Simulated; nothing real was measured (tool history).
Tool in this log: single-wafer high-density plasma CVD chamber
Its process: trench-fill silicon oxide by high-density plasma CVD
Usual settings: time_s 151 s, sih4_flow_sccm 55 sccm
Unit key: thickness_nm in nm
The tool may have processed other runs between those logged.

run   hour  time_s  sih4_flow_sccm  read-back reference wafer on the same gauge, thickness_nm  thickness_nm
  1      0     151              53                                                    696.734       790.568
  2   10.5     151              53                                                    697.091       792.663
  3   27.6     151              55                                                    696.971       822.525
  4   35.3     151              61                                                    697.084       910.764
  5   49.8     151              61                                                    696.944       911.636
  6   59.1     151              61                                                    696.795       912.789
  7   68.4     167              55                                                    697.033       910.201
  8   86.4     167              55                                                    696.623       907.733
      89.7  -- gauge calibrated
      95.1  -- silane flow controller replaced
  9    104     151              55                                                    697.026       823.729
 10  116.5     151              55                                                    696.794       824.024
 11  129.4     151              55                                                    697.094       822.531
 12  146.9     159              45                                                    696.898       709.437
 13  156.4     168              46                                                    696.984       766.659
 14  168.8     151              55                                                    696.972       822.607
 15  176.9     151              55                                                      697.3       822.938
 16  185.1     163              65                                                    697.176      1049.835
 17  191.7     151              55                                                    697.183       823.036
 18    205     151              65                                                    697.227        972.92
     206.3  -- gauge calibrated
 19  219.4     174              50                                                    696.975       859.916
 20  235.1     151              55                                                    696.829       821.608
 21  242.2     166              47                                                    696.976       772.883
 22  250.8     140              48                                                    696.992       665.081

Branching from run 22: 5 alternative next runs. What would each branch give?
  A  251.2     151              62                                                          ?             ?
  B  251.2     166              65                                                          ?             ?
  C  251.2     122              45                                                          ?             ?
  D  251.2     177              55                                                          ?             ?
  E  251.2     179              48                                                          ?             ?

run  read-back reference wafer on the same gauge, thickness_nm  thickness_nm
  A                                                    697.113       927.972
  B                                                    697.113      1069.517
  C                                                    697.113       544.175
  D                                                    697.113       964.944
  E                                                    697.113       851.649
With no hidden state in the tool, these same runs would have given:
run  thickness_nm
  A       927.972
  B      1069.517
  C       544.175
  D       964.944
  E       851.649
